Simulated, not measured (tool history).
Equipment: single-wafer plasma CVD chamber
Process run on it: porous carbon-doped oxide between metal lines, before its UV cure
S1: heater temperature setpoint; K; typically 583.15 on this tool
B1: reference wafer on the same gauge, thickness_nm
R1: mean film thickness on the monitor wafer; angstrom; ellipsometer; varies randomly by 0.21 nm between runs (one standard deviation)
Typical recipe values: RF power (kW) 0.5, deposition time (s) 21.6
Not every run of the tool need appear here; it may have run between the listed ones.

{"run": 1, "hour": 0.0, "S1": 583.15, "RF power (kW)": 0.5, "deposition time (s)": 21.6, "B1": 123.081, "R1": 1089.07}
{"run": 2, "hour": 17.5, "S1": 583.15, "RF power (kW)": 0.5, "deposition time (s)": 21.6, "B1": 122.982, "R1": 1085.8}
{"run": 3, "hour": 27.9, "S1": 583.15, "RF power (kW)": 0.5, "deposition time (s)": 21.6, "B1": 123.069, "R1": 1084.5}
{"run": 4, "hour": 38.3, "S1": 583.15, "RF power (kW)": 0.5, "deposition time (s)": 21.6, "B1": 122.979, "R1": 1084.77}
{"run": 5, "hour": 46.0, "S1": 583.15, "RF power (kW)": 0.5, "deposition time (s)": 23.1, "B1": 123.006, "R1": 1158.36}
{"hour": 61.8, "done": "thermocouple changed; heater temperature recalibrated"}
{"run": 6, "hour": 62.3, "S1": 583.15, "RF power (kW)": 0.425, "deposition time (s)": 21.6, "B1": 122.992, "R1": 891.94}
{"run": 7, "hour": 67.5, "S1": 583.15, "RF power (kW)": 0.5, "deposition time (s)": 21.6, "B1": 123.096, "R1": 1082.54}
{"run": 8, "hour": 79.5, "S1": 583.15, "RF power (kW)": 0.58, "deposition time (s)": 21.6, "B1": 122.996, "R1": 1243.99}
{"run": 9, "hour": 87.5, "S1": 574.15, "RF power (kW)": 0.5, "deposition time (s)": 21.6, "B1": 122.963, "R1": 1130.43}
{"hour": 104.2, "done": "showerhead replaced"}
{"hour": 106.4, "done": "RF generator calibrated"}
{"run": 10, "hour": 106.9, "S1": 583.15, "RF power (kW)": 0.5, "deposition time (s)": 21.6, "B1": 122.991, "R1": 1152.03}
{"run": 11, "hour": 109.4, "S1": 583.15, "RF power (kW)": 0.425, "deposition time (s)": 21.6, "B1": 122.922, "R1": 963.14}
{"run": 12, "hour": 121.0, "S1": 589.15, "RF power (kW)": 0.425, "deposition time (s)": 19.2, "B1": 123.015, "R1": 835.06}
{"run": 13, "hour": 129.7, "S1": 589.15, "RF power (kW)": 0.595, "deposition time (s)": 23.4, "B1": 122.967, "R1": 1419.34}
{"run": 14, "hour": 137.8, "S1": 596.15, "RF power (kW)": 0.58, "deposition time (s)": 21.6, "B1": 123.032, "R1": 1242.46}
{"run": 15, "hour": 145.9, "S1": 568.15, "RF power (kW)": 0.445, "deposition time (s)": 22.8, "B1": 123.013, "R1": 1154.94}
{"hour": 146.1, "done": "gauge calibrated"}
{"run": 16, "hour": 156.2, "S1": 583.15, "RF power (kW)": 0.56, "deposition time (s)": 21.6, "B1": 122.923, "R1": 1285.44}
{"run": 17, "hour": 168.3, "S1": 592.15, "RF power (kW)": 0.565, "deposition time (s)": 22.9, "B1": 123.058, "R1": 1302.98}
{"run": 18, "hour": 174.6, "S1": 591.15, "RF power (kW)": 0.565, "deposition time (s)": 23.6, "B1": 123.008, "R1": 1356.72}
{"run": 19, "hour": 188.3, "S1": 583.15, "RF power (kW)": 0.5, "deposition time (s)": 21.6, "B1": 122.989, "R1": 1153.2}

Here are 4 independent what-if runs from the current tool condition. What would each one return?
{"run": "A", "hour": 188.7, "S1": 583.15, "RF power (kW)": 0.5, "deposition time (s)": 21.6, "B1": "?", "R1": "?"}
{"run": "B", "hour": 188.7, "S1": 588.15, "RF power (kW)": 0.5, "deposition time (s)": 21.6, "B1": "?", "R1": "?"}
{"run": "C", "hour": 188.7, "S1": 569.15, "RF power (kW)": 0.41, "deposition time (s)": 17.4, "B1": "?", "R1": "?"}
{"run": "D", "hour": 188.7, "S1": 583.15, "RF power (kW)": 0.5, "deposition time (s)": 22.7, "B1": "?", "R1": "?"}

run=A B1=122.985 R1=1156.43
run=B B1=122.985 R1=1129.02
run=C B1=122.985 R1=804.48
run=D B1=122.985 R1=1213.26
With no hidden state in the tool, these same runs would have given:
run=A R1=1157.06
run=B R1=1129.64
run=C R1=805
run=D R1=1213.92
